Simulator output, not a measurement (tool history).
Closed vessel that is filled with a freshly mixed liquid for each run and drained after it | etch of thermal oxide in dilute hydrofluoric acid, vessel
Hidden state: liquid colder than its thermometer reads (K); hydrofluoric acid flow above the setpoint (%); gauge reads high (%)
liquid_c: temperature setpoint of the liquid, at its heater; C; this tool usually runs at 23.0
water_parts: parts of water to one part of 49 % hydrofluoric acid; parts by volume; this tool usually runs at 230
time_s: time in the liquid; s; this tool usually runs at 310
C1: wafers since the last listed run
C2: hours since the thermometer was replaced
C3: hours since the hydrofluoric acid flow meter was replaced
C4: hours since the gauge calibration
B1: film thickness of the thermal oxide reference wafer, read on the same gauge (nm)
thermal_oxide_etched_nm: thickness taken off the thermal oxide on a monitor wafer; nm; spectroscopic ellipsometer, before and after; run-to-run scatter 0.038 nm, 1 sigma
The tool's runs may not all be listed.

run 1 hour=0.0 | liquid_c=23.0 water_parts=230 time_s=310 | C1=0 C2=12.3 C3=1526.0 C4=233.5 | B1=100.01 | thermal_oxide_etched_nm=5.00
run 2 hour=7.6 | liquid_c=23.0 water_parts=230 time_s=310 | C1=376 C2=19.9 C3=1533.6 C4=241.1 | B1=99.98 | thermal_oxide_etched_nm=5.03
run 3 hour=14.2 | liquid_c=23.0 water_parts=230 time_s=310 | C1=327 C2=26.5 C3=1540.2 C4=247.7 | B1=99.99 | thermal_oxide_etched_nm=5.01
run 4 hour=22.9 | liquid_c=23.0 water_parts=230 time_s=310 | C1=431 C2=35.2 C3=1548.9 C4=256.4 | B1=100.00 | thermal_oxide_etched_nm=5.02
run 5 hour=30.0 | liquid_c=23.0 water_parts=230 time_s=310 | C1=351 C2=42.3 C3=1556.0 C4=263.5 | B1=100.00 | thermal_oxide_etched_nm=5.09
run 6 hour=47.0 | liquid_c=25.0 water_parts=230 time_s=200 | C1=842 C2=59.3 C3=1573.0 C4=280.5 | B1=99.98 | thermal_oxide_etched_nm=3.43
run 7 hour=55.0 | liquid_c=23.0 water_parts=230 time_s=310 | C1=396 C2=67.3 C3=1581.0 C4=288.5 | B1=99.99 | thermal_oxide_etched_nm=5.00
run 8 hour=61.7 | liquid_c=23.0 water_parts=230 time_s=310 | C1=332 C2=74.0 C3=1587.7 C4=295.2 | B1=100.00 | thermal_oxide_etched_nm=5.07
-- hour=65.6 hydrofluoric acid flow meter replaced
run 9 hour=75.5 | liquid_c=23.0 water_parts=230 time_s=310 | C1=634 C2=87.8 C3=9.9 C4=309.0 | B1=100.02 | thermal_oxide_etched_nm=5.04
run 10 hour=87.1 | liquid_c=21.0 water_parts=305 time_s=245 | C1=574 C2=99.4 C3=21.5 C4=320.6 | B1=99.99 | thermal_oxide_etched_nm=2.64
run 11 hour=100.7 | liquid_c=23.0 water_parts=330 time_s=310 | C1=673 C2=113.0 C3=35.1 C4=334.2 | B1=99.99 | thermal_oxide_etched_nm=3.18
run 12 hour=151.2 | liquid_c=18.0 water_parts=230 time_s=310 | C1=2502 C2=163.5 C3=85.6 C4=384.7 | B1=99.99 | thermal_oxide_etched_nm=4.18
run 13 hour=159.3 | liquid_c=23.0 water_parts=230 time_s=220 | C1=401 C2=171.6 C3=93.7 C4=392.8 | B1=99.99 | thermal_oxide_etched_nm=3.59
run 14 hour=167.1 | liquid_c=21.5 water_parts=230 time_s=370 | C1=386 C2=179.4 C3=101.5 C4=400.6 | B1=100.02 | thermal_oxide_etched_nm=5.73
run 15 hour=174.5 | liquid_c=23.0 water_parts=230 time_s=250 | C1=366 C2=186.8 C3=108.9 C4=408.0 | B1=99.97 | thermal_oxide_etched_nm=4.09
run 16 hour=190.4 | liquid_c=23.0 water_parts=230 time_s=310 | C1=787 C2=202.7 C3=124.8 C4=423.9 | B1=100.00 | thermal_oxide_etched_nm=4.94
run 17 hour=199.0 | liquid_c=23.0 water_parts=230 time_s=225 | C1=426 C2=211.3 C3=133.4 C4=432.5 | B1=100.00 | thermal_oxide_etched_nm=3.64
run 18 hour=215.5 | liquid_c=21.5 water_parts=335 time_s=235 | C1=817 C2=227.8 C3=149.9 C4=449.0 | B1=100.02 | thermal_oxide_etched_nm=2.22
-- hour=220.6 gauge calibrated
run 19 hour=229.4 | liquid_c=23.0 water_parts=230 time_s=310 | C1=688 C2=241.7 C3=163.8 C4=8.8 | B1=100.01 | thermal_oxide_etched_nm=5.01
run 20 hour=240.1 | liquid_c=21.0 water_parts=230 time_s=310 | C1=530 C2=252.4 C3=174.5 C4=19.5 | B1=100.01 | thermal_oxide_etched_nm=4.69
run 21 hour=283.0 | liquid_c=20.0 water_parts=230 time_s=150 | C1=2125 C2=295.3 C3=217.4 C4=62.4 | B1=99.99 | thermal_oxide_etched_nm=2.16
run 22 hour=300.0 | liquid_c=19.0 water_parts=335 time_s=490 | C1=842 C2=312.3 C3=234.4 C4=79.4 | B1=99.99 | thermal_oxide_etched_nm=4.30
run 23 hour=309.5 | liquid_c=26.5 water_parts=230 time_s=465 | C1=470 C2=321.8 C3=243.9 C4=88.9 | B1=99.99 | thermal_oxide_etched_nm=8.54
run 24 hour=319.5 | liquid_c=18.0 water_parts=340 time_s=310 | C1=495 C2=331.8 C3=253.9 C4=98.9 | B1=99.99 | thermal_oxide_etched_nm=2.60
run 25 hour=329.4 | liquid_c=23.0 water_parts=230 time_s=310 | C1=490 C2=341.7 C3=263.8 C4=108.8 | B1=99.99 | thermal_oxide_etched_nm=4.99
run 26 hour=337.9 | liquid_c=23.0 water_parts=260 time_s=195 | C1=421 C2=350.2 C3=272.3 C4=117.3 | B1=100.00 | thermal_oxide_etched_nm=2.71
run 27 hour=345.5 | liquid_c=21.5 water_parts=230 time_s=370 | C1=376 C2=357.8 C3=279.9 C4=124.9 | B1=99.99 | thermal_oxide_etched_nm=5.70
run 28 hour=359.8 | liquid_c=20.5 water_parts=280 time_s=455 | C1=708 C2=372.1 C3=294.2 C4=139.2 | B1=99.99 | thermal_oxide_etched_nm=5.31
run 29 hour=375.8 | liquid_c=23.0 water_parts=230 time_s=310 | C1=792 C2=388.1 C3=310.2 C4=155.2 | B1=100.01 | thermal_oxide_etched_nm=5.09
run 30 hour=393.0 | liquid_c=23.0 water_parts=230 time_s=310 | C1=852 C2=405.3 C3=327.4 C4=172.4 | B1=100.01 | thermal_oxide_etched_nm=5.02
run 31 hour=410.1 | liquid_c=23.0 water_parts=125 time_s=310 | C1=847 C2=422.4 C3=344.5 C4=189.5 | B1=99.98 | thermal_oxide_etched_nm=10.45
run 32 hour=418.9 | liquid_c=23.0 water_parts=230 time_s=310 | C1=436 C2=431.2 C3=353.3 C4=198.3 | B1=100.00 | thermal_oxide_etched_nm=4.99
run 33 hour=435.8 | liquid_c=23.0 water_parts=155 time_s=310 | C1=837 C2=448.1 C3=370.2 C4=215.2 | B1=100.02 | thermal_oxide_etched_nm=8.16

Hidden state at the last listed run before each entry between runs and at the first one after, where it differs:
In the gap between runs 8 and 9: hydrofluoric acid flow meter replaced (hour 65.6)
  no hidden state differs between the two runs
In the gap between runs 18 and 19: gauge calibrated (hour 220.6)
  no hidden state differs between the two runs
